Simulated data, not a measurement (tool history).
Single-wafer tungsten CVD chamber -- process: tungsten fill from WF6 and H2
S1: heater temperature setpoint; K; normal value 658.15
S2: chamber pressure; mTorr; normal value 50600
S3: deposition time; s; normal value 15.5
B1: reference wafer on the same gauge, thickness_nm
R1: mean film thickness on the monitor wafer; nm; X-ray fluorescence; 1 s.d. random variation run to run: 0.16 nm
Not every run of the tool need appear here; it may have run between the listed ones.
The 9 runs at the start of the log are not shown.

run,hour,S1,S2,S3,B1,R1
10,141.7,668.15,53400,15.5,53.886,63.654
11,154.4,658.15,50600,15.5,53.897,48.737
12,161.6,658.15,50600,15.5,53.924,49.085
# hour 181.4: thermocouple changed; heater temperature recalibrated
13,181.9,658.15,50600,15.5,53.904,45.835
# hour 184.4: gauge calibrated
14,187.8,658.15,44400,13.2,53.879,33.85
15,198.1,648.15,42000,15.5,53.895,29.608
16,211.5,664.15,62700,15.5,53.923,62.965
17,218,671.15,41300,13.3,53.935,41.444
18,230,658.15,50600,17,53.902,50.717
19,239.7,658.15,60000,15.5,53.867,53.493
# hour 250.8: capacitance manometer re-zeroed and calibrated
20,257.3,667.15,50600,15.5,53.906,56.113
21,272.3,658.15,50600,15.5,53.924,45.998
22,280.2,658.15,50600,15.5,53.913,46.148
23,288.9,654.15,44000,13.5,53.914,31.477
24,303.5,658.15,50600,15.5,53.929,45.967
25,320.9,658.15,50600,17.2,53.894,50.638
26,338.1,658.15,50600,14,53.868,41.382
27,346.2,651.15,62200,17.9,53.937,53.851
28,359,670.15,38000,18.3,53.905,49.321
29,376.7,650.15,50600,15.5,53.917,38.405
30,384.9,668.15,50600,14,53.887,51.995
31,401.2,658.15,50600,15.5,53.906,46.032
32,418.5,665.15,54600,18.5,53.938,69.077
33,433.4,670.15,38000,18.3,53.905,49.485
34,442.8,653.15,56000,17.4,53.88,50.468

Forecast each of these 4 alternatives for the next run:
A,443.2,658.15,50600,13.3,?,?
B,443.2,658.15,50600,14.1,?,?
C,443.2,658.15,59000,17.4,?,?
D,443.2,646.15,40900,15.5,?,?

run,B1,R1
A,53.91,39.345
B,53.91,41.722
C,53.91,58.924
D,53.91,27.141
The same runs, with their run-to-run variation unchanged, on a tool lacking any hidden condition would have given:
run,R1
A,39.128
B,41.492
C,58.599
D,26.983

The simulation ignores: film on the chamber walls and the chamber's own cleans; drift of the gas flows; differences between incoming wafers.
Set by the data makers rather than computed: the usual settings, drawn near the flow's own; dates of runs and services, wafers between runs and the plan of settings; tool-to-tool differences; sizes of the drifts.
